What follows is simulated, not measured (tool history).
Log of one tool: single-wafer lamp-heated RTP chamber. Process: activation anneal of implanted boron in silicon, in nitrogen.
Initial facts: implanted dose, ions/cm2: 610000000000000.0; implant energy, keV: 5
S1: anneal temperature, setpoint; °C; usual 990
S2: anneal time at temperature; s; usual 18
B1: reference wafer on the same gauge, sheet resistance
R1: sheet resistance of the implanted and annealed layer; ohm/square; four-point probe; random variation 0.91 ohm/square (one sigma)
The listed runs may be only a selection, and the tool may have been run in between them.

run 1 day=0 | S1=990 S2=18 | B1=202.13 | R1=233.19
run 2 day=0.338 | S1=990 S2=25 | B1=202.03 | R1=228.26
run 3 day=1.883 | S1=990 S2=25 | B1=202.06 | R1=227.79
run 4 day=2.508 | S1=990 S2=25 | B1=202.02 | R1=226.86
-- day=3.042 gauge calibrated
run 5 day=3.225 | S1=978 S2=24 | B1=202.05 | R1=231.63
run 6 day=3.783 | S1=978 S2=24 | B1=202.04 | R1=230.86
-- day=4.308 pyrometer window cleaned and pyrometer calibrated
run 7 day=4.329 | S1=978 S2=24 | B1=202.02 | R1=242.78
-- day=4.812 reflector plate cleaned
run 8 day=4.912 | S1=1011 S2=11 | B1=202.09 | R1=227.98
run 9 day=5.312 | S1=990 S2=26 | B1=201.8 | R1=231.85
run 10 day=5.612 | S1=990 S2=18 | B1=201.95 | R1=237.62
run 11 day=6.354 | S1=973 S2=21 | B1=201.9 | R1=248.73
run 12 day=7.317 | S1=1013 S2=11 | B1=202.15 | R1=227.83

Run 13 is up next; what results do you expect?
run 13 day=7.779 | S1=1014 S2=23 | B1=? | R1=?

{"run 13": {"B1": 201.85, "R1": 221.59}}
The same run, on a tool lacking any hidden state, would have yielded R1 222.52 ohm/square.
